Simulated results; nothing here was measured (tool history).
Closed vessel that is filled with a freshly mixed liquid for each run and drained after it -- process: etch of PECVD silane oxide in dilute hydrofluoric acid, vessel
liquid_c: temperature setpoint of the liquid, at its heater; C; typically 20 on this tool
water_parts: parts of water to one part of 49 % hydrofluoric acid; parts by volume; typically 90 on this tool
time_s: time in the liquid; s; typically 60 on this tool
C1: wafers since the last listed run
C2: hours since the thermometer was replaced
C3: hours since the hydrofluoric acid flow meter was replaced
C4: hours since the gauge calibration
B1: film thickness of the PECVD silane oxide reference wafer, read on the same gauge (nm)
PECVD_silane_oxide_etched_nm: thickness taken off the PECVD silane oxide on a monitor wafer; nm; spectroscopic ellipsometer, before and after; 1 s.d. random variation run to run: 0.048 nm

Run 1, hour 0: usual settings but liquid_c 21.5 C; C1 0; C2 629.5; C3 1350.5; C4 76.1; B1 60. Result: PECVD_silane_oxide_etched_nm 15.18 nm.
Run 2, hour 56.6: usual settings; C1 7360; C2 686.1; C3 1407.1; C4 132.7; B1 60.01. Result: PECVD_silane_oxide_etched_nm 14.23 nm.
Run 3, hour 118.3: usual settings; C1 8023; C2 747.8; C3 1468.8; C4 194.4; B1 59.98. Result: PECVD_silane_oxide_etched_nm 14.25 nm.
Run 4, hour 163.2: usual settings; C1 5839; C2 792.7; C3 1513.7; C4 239.3; B1 60.01. Result: PECVD_silane_oxide_etched_nm 14.1 nm.
Run 5, hour 214.6: usual settings; C1 6684; C2 844.1; C3 1565.1; C4 290.7; B1 60.01. Result: PECVD_silane_oxide_etched_nm 14.2 nm.
Run 6, hour 266: usual settings but liquid_c 19 C, water_parts 105 parts by volume; C1 6684; C2 895.5; C3 1616.5; C4 342.1; B1 59.99. Result: PECVD_silane_oxide_etched_nm 11.43 nm.
Run 7, hour 315.1: usual settings but liquid_c 19 C, water_parts 105 parts by volume; C1 6385; C2 944.6; C3 1665.6; C4 391.2; B1 60.01. Result: PECVD_silane_oxide_etched_nm 11.32 nm.
Run 8, hour 342.6: usual settings but liquid_c 19 C, water_parts 105 parts by volume; C1 3576; C2 972.1; C3 1693.1; C4 418.7; B1 59.99. Result: PECVD_silane_oxide_etched_nm 11.48 nm.
Run 9, hour 384: usual settings but water_parts 65 parts by volume; C1 5383; C2 1013.5; C3 1734.5; C4 460.1; B1 60. Result: PECVD_silane_oxide_etched_nm 20.12 nm.
Run 10, hour 417.3: usual settings; C1 4330; C2 1046.8; C3 1767.8; C4 493.4; B1 60.01. Result: PECVD_silane_oxide_etched_nm 14.03 nm.
Run 11, hour 454.4: usual settings but liquid_c 18.5 C, time_s 70 s; C1 4824; C2 1083.9; C3 1804.9; C4 530.5; B1 59.99. Result: PECVD_silane_oxide_etched_nm 15.32 nm.
Run 12, hour 500.2: usual settings; C1 5956; C2 1129.7; C3 1850.7; C4 576.3; B1 60.02. Result: PECVD_silane_oxide_etched_nm 14.04 nm.
At hour 504.5: gauge calibrated.
Run 13, hour 527.3: usual settings but liquid_c 24 C, time_s 95 s; C1 3524; C2 1156.8; C3 1877.8; C4 22.8; B1 59.99. Result: PECVD_silane_oxide_etched_nm 26.17 nm.
At hour 537: thermometer replaced.
At hour 571.5: hydrofluoric acid flow meter replaced.
Run 14, hour 590.5: usual settings but time_s 30 s; C1 7958; C2 53.5; C3 19; C4 86; B1 60.01. Result: PECVD_silane_oxide_etched_nm 6.52 nm.
Run 15, hour 640.9: usual settings but liquid_c 22 C, water_parts 50 parts by volume; C1 6554; C2 103.9; C3 69.4; C4 136.4; B1 59.99. Result: PECVD_silane_oxide_etched_nm 26.62 nm.
Run 16, hour 673.3: usual settings but liquid_c 23 C, water_parts 115 parts by volume; C1 4213; C2 136.3; C3 101.8; C4 168.8; B1 60. Result: PECVD_silane_oxide_etched_nm 11 nm.
Run 17, hour 710.4: usual settings but liquid_c 23 C, water_parts 65 parts by volume; C1 4824; C2 173.4; C3 138.9; C4 205.9; B1 60. Result: PECVD_silane_oxide_etched_nm 20.97 nm.
Run 18, hour 777.7: usual settings; C1 8752; C2 240.7; C3 206.2; C4 273.2; B1 60. Result: PECVD_silane_oxide_etched_nm 12.87 nm.
At hour 790.6: hydrofluoric acid flow meter replaced, repeated, since the last time left the tool worse.
Run 19, hour 843.7: usual settings but liquid_c 18 C; C1 8452; C2 306.7; C3 53.1; C4 339.2; B1 60.02. Result: PECVD_silane_oxide_etched_nm 13.92 nm.
Run 20, hour 908.3: usual settings; C1 8400; C2 371.3; C3 117.7; C4 403.8; B1 59.99. Result: PECVD_silane_oxide_etched_nm 15.04 nm.
Run 21, hour 947.3: usual settings but liquid_c 17 C, water_parts 135 parts by volume; C1 5071; C2 410.3; C3 156.7; C4 442.8; B1 60. Result: PECVD_silane_oxide_etched_nm 8.44 nm.

Branching from run 21: 4 alternative next runs. What would each branch give?
Run A, hour 948: usual settings; C1 91; C2 411; C3 157.4; C4 443.5; B1 ?. Result: PECVD_silane_oxide_etched_nm ?.
Run B, hour 948: usual settings but liquid_c 17 C; C1 91; C2 411; C3 157.4; C4 443.5; B1 ?. Result: PECVD_silane_oxide_etched_nm ?.
Run C, hour 948: usual settings but liquid_c 17 C, water_parts 45 parts by volume, time_s 70 s; C1 91; C2 411; C3 157.4; C4 443.5; B1 ?. Result: PECVD_silane_oxide_etched_nm ?.
Run D, hour 948: usual settings but liquid_c 17 C, water_parts 55 parts by volume; C1 91; C2 411; C3 157.4; C4 443.5; B1 ?. Result: PECVD_silane_oxide_etched_nm ?.

run     B1  PECVD_silane_oxide_etched_nm
  A  60.02                         14.99
  B  60.02                         13.22
  C  60.02                         32.42
  D  60.02                         22.48
The same runs, with their run-to-run variation unchanged, on a tool lacking any hidden condition would have given:
run  PECVD_silane_oxide_etched_nm
  A                         15.16
  B                         13.37
  C                         32.76
  D                         22.72
